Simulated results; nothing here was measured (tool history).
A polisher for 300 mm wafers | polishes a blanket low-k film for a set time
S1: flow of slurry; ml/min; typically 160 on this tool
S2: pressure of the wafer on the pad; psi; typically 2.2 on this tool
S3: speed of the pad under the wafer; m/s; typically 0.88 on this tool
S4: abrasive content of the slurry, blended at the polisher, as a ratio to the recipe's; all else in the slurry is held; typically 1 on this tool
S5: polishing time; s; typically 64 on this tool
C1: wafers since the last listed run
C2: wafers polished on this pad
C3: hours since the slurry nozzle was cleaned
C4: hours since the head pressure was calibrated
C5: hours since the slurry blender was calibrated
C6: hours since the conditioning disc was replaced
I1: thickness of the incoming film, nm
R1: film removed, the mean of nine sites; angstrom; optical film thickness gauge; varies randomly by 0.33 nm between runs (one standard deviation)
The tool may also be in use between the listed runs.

Run 1, hour 0: usual settings; C1 0; C2 1249; C3 207.9; C4 737.9; C5 0.5; C6 96.2; I1 788.4. Result: R1 229 angstrom.
At hour 5.3: worn pad replaced by a new one, of another model than before.
Run 2, hour 16.6: usual settings; C1 164; C2 147; C3 224.5; C4 754.5; C5 17.1; C6 112.8; I1 786. Result: R1 232 angstrom.
At hour 23.5: conditioning disc replaced and pad reconditioned.
Run 3, hour 32.8: usual settings; C1 185; C2 333; C3 240.7; C4 770.7; C5 33.3; C6 9.3; I1 793.8. Result: R1 246 angstrom.
Run 4, hour 48.4: usual settings; C1 203; C2 537; C3 256.3; C4 786.3; C5 48.9; C6 24.9; I1 781.7. Result: R1 243 angstrom.
Run 5, hour 62.1: usual settings; C1 179; C2 716; C3 270; C4 800; C5 62.6; C6 38.6; I1 791.1. Result: R1 244 angstrom.
Run 6, hour 75: usual settings but S4 0.8; C1 168; C2 884; C3 282.9; C4 812.9; C5 75.5; C6 51.5; I1 788.7. Result: R1 220 angstrom.
At hour 81.7: slurry nozzle cleaned.
Run 7, hour 82.2: usual settings but S4 0.8; C1 81; C2 965; C3 0.5; C4 820.1; C5 82.7; C6 58.7; I1 790.3. Result: R1 216 angstrom.
At hour 85.4: head pressure recalibrated.
Run 8, hour 89.3: usual settings but S5 58 s; C1 66; C2 1032; C3 7.6; C4 3.9; C5 89.8; C6 65.8; I1 788.1. Result: R1 220 angstrom.
Run 9, hour 105.5: usual settings; C1 211; C2 1244; C3 23.8; C4 20.1; C5 106; C6 82; I1 791.3. Result: R1 233 angstrom.
Run 10, hour 122.3: usual settings but S3 1.02 m/s; C1 219; C2 1463; C3 40.6; C4 36.9; C5 122.8; C6 98.8; I1 802.1. Result: R1 245 angstrom.
At hour 127: worn pad replaced by a new one.
Run 11, hour 134.7: usual settings but S2 1.5 psi, S3 1.06 m/s; C1 109; C2 100; C3 53; C4 49.3; C5 135.2; C6 111.2; I1 799.9. Result: R1 193 angstrom.
Run 12, hour 146.1: usual settings but S1 130 ml/min, S2 2.8 psi, S3 0.98 m/s, S5 53 s; C1 148; C2 249; C3 64.4; C4 60.7; C5 146.6; C6 122.6; I1 783.5. Result: R1 227 angstrom.
Run 13, hour 152.9: usual settings; C1 88; C2 338; C3 71.2; C4 67.5; C5 153.4; C6 129.4; I1 798.1. Result: R1 225 angstrom.
At hour 162.3: conditioning disc replaced and pad reconditioned.
Run 14, hour 162.8: usual settings but S1 105 ml/min, S4 0.9, S5 86 s; C1 103; C2 441; C3 81.1; C4 77.4; C5 163.3; C6 0.5; I1 796.3. Result: R1 308 angstrom.
Run 15, hour 193.9: usual settings but S3 0.96 m/s; C1 406; C2 848; C3 112.2; C4 108.5; C5 194.4; C6 31.6; I1 789.2. Result: R1 244 angstrom.

What will run 16 give?
Run 16, hour 201.6: usual settings but S1 205 ml/min, S5 43 s; C1 100; C2 948; C3 119.9; C4 116.2; C5 202.1; C6 39.3; I1 797.3. Result: R1 ?.

Run 16 measured R1 162 angstrom.
On a tool with no hidden condition, and with the same random variation, this run would have come out at R1 170 angstrom.

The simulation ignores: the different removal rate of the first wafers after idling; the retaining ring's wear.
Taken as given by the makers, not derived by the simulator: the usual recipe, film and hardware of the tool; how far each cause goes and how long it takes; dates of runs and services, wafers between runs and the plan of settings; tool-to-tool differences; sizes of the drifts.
